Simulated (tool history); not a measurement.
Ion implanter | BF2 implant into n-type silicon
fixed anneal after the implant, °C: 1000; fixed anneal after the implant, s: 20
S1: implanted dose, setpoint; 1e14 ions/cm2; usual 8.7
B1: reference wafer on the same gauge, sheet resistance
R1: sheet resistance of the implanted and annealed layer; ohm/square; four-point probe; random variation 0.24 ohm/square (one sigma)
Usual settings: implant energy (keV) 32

run 1 hour=0 | S1=9.56 implant_energy_(keV)=32 | B1=132.57 | R1=154.42
run 2 hour=16.1 | S1=9.56 implant_energy_(keV)=32 | B1=132.7 | R1=154.97
run 3 hour=33.4 | S1=9.56 implant_energy_(keV)=32 | B1=132.76 | R1=155.08
run 4 hour=47.6 | S1=8.7 implant_energy_(keV)=38.5 | B1=132.89 | R1=151.89
run 5 hour=65.5 | S1=8.7 implant_energy_(keV)=32 | B1=132.99 | R1=162.05
run 6 hour=74.4 | S1=8.7 implant_energy_(keV)=32 | B1=133 | R1=161.4
run 7 hour=82.1 | S1=8.7 implant_energy_(keV)=26.5 | B1=133.06 | R1=173.58
run 8 hour=98.6 | S1=8.7 implant_energy_(keV)=26.5 | B1=132.14 | R1=172.28
run 9 hour=107.6 | S1=8.7 implant_energy_(keV)=26.5 | B1=132.2 | R1=172.38
run 10 hour=114.1 | S1=8.7 implant_energy_(keV)=32 | B1=132.21 | R1=160.57
run 11 hour=125 | S1=8.7 implant_energy_(keV)=32 | B1=132.28 | R1=160.73
run 12 hour=137.7 | S1=7.27 implant_energy_(keV)=29 | B1=132.37 | R1=182.82
run 13 hour=151.9 | S1=6.76 implant_energy_(keV)=37.5 | B1=132.39 | R1=178.63
run 14 hour=159.2 | S1=8.03 implant_energy_(keV)=35 | B1=132.46 | R1=162.8
run 15 hour=167.1 | S1=10.32 implant_energy_(keV)=38 | B1=132.54 | R1=139.87
run 16 hour=179.9 | S1=8.7 implant_energy_(keV)=32 | B1=132.51 | R1=161.05
run 17 hour=187.4 | S1=8.7 implant_energy_(keV)=32 | B1=132.63 | R1=161.3
run 18 hour=197.6 | S1=10.79 implant_energy_(keV)=32 | B1=132.62 | R1=147.43
run 19 hour=211.6 | S1=6.52 implant_energy_(keV)=23 | B1=132.73 | R1=209.05
run 20 hour=227.9 | S1=10.42 implant_energy_(keV)=27.5 | B1=132.82 | R1=159.58
run 21 hour=245.6 | S1=6.67 implant_energy_(keV)=32 | B1=132.94 | R1=187.68
run 22 hour=257.3 | S1=10.51 implant_energy_(keV)=32 | B1=133.01 | R1=149.21

Taken out of this log: 3 entries between the listed runs. Where each belongs, and how the hidden state differs across it:
Between runs 7 and 8: extraction supply calibrated (hour 91.8); gauge calibrated (hour 97.9)
  gauge reads high (%): 0.788 -> 0.115
  measured less the result without the state, R1: +1.36 -> +0.2 ohm/square
Between runs 12 and 13: Faraday cup replaced and dose calibrated (hour 151.4)
  gauge reads high (%): 0.271 -> 0.328
  measured less the result without the state, R1: +0.5 -> +0.58 ohm/square

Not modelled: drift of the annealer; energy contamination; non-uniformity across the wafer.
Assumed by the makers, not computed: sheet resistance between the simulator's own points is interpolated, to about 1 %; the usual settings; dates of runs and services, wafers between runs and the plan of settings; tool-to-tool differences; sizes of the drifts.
